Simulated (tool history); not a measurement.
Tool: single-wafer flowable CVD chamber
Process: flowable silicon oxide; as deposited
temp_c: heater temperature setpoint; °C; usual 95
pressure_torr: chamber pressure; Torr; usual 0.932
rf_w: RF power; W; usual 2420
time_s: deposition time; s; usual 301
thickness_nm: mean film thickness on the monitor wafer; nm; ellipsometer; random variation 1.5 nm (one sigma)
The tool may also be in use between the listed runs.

| run | hour | temp_c | pressure_torr | rf_w | time_s | read-back reference wafer on the same gauge, thickness_nm | thickness_nm |
|---|---|---|---|---|---|---|---|
| 1 | 0 | 95 | 0.932 | 2290 | 301 | 286.348 | 251.548 |
|  | 93.6 | RF generator calibrated |
| 2 | 94.1 | 95 | 0.932 | 2290 | 301 | 285.692 | 248.806 |
| 3 | 133.3 | 95 | 0.932 | 2420 | 301 | 285.651 | 252.917 |
| 4 | 173.6 | 88 | 0.932 | 2420 | 301 | 286.396 | 311.131 |
| 5 | 239.1 | 95 | 0.932 | 2420 | 301 | 286.384 | 251.653 |
| 6 | 343.4 | 95 | 0.932 | 2420 | 301 | 286.184 | 251.079 |
| 7 | 403.1 | 95 | 0.932 | 2420 | 301 | 286.424 | 249.051 |
|  | 453.4 | thermocouple changed; heater temperature recalibrated |
| 8 | 457.6 | 104 | 0.932 | 2050 | 301 | 285.817 | 188.2 |
| 9 | 506.8 | 95 | 0.932 | 2420 | 301 | 285.57 | 251.292 |
| 10 | 575.1 | 90 | 0.811 | 2225 | 249 | 285.851 | 205.7 |
| 11 | 644.6 | 106 | 1.04 | 2105 | 265 | 286.096 | 171.94 |
|  | 697.7 | gauge calibrated |
| 12 | 729.2 | 95 | 1.069 | 2420 | 324 | 286.244 | 306.411 |
|  | 803.8 | capacitance manometer re-zeroed and calibrated |
| 13 | 833.1 | 87 | 1.164 | 2740 | 349 | 285.365 | 469.791 |
|  | 883 | showerhead replaced |
| 14 | 927.2 | 95 | 0.806 | 2740 | 321 | 286.091 | 237.901 |
| 15 | 998 | 95 | 1 | 2420 | 301 | 286.017 | 274.605 |
| 16 | 1064.6 | 107 | 0.932 | 2420 | 275 | 285.651 | 163.514 |
| 17 | 1154.3 | 95 | 0.932 | 2310 | 301 | 286.455 | 254.153 |
| 18 | 1251.4 | 95 | 0.932 | 2420 | 301 | 285.975 | 252.904 |
| 19 | 1306.6 | 95 | 1.11 | 2555 | 301 | 285.724 | 303.387 |
| 20 | 1402 | 95 | 0.932 | 2895 | 301 | 286.588 | 258.538 |
| 21 | 1451.1 | 106 | 1.013 | 2075 | 354 | 286.114 | 230.651 |
|  | 1542.8 | RF generator calibrated |
| 22 | 1554.4 | 99 | 0.932 | 2420 | 301 | 286.336 | 222.347 |
| 23 | 1611.5 | 95 | 1.051 | 1980 | 333 | 285.855 | 304.863 |
| 24 | 1690.7 | 106 | 1.108 | 2850 | 268 | 286.109 | 193.953 |
| 25 | 1797.9 | 95 | 0.932 | 2420 | 301 | 286.003 | 248.146 |
|  | 1878.9 | capacitance manometer re-zeroed and calibrated |
| 26 | 1879.4 | 87 | 0.838 | 2880 | 245 | 286.012 | 237.842 |
| 27 | 1938 | 95 | 0.932 | 2420 | 338 | 286.035 | 287.928 |
| 28 | 2016.7 | 95 | 0.932 | 2420 | 301 | 286.188 | 251.777 |

What the log doesn't show, run by run:
wafer temperature above the value expected at the setpoint (K): 0 in every run
delivered RF power above the setpoint (%): 0 in every run
gauge reads high (%): 0 in every run
H1: true pressure above the setpoint (%)
| run | H1 |
|---|---|
| 1 | -0.204 |
| 2 | -0.372 |
| 3 | -0.459 |
| 4 | -0.559 |
| 5 | -0.743 |
| 6 | -1.09 |
| 7 | -1.32 |
| 8 | -1.56 |
| 9 | -1.78 |
| 10 | -2.12 |
| 11 | -2.49 |
| 12 | -2.99 |
| 13 | 0.237 |
| 14 | 0.191 |
| 15 | 0.119 |
| 16 | 0.0226 |
| 17 | -0.153 |
| 18 | -0.4 |
| 19 | -0.568 |
| 20 | -0.904 |
| 21 | -1.1 |
| 22 | -1.56 |
| 23 | -1.85 |
| 24 | -2.27 |
| 25 | -2.92 |
| 26 | -0.00413 |
| 27 | -0.0153 |
| 28 | -0.0648 |
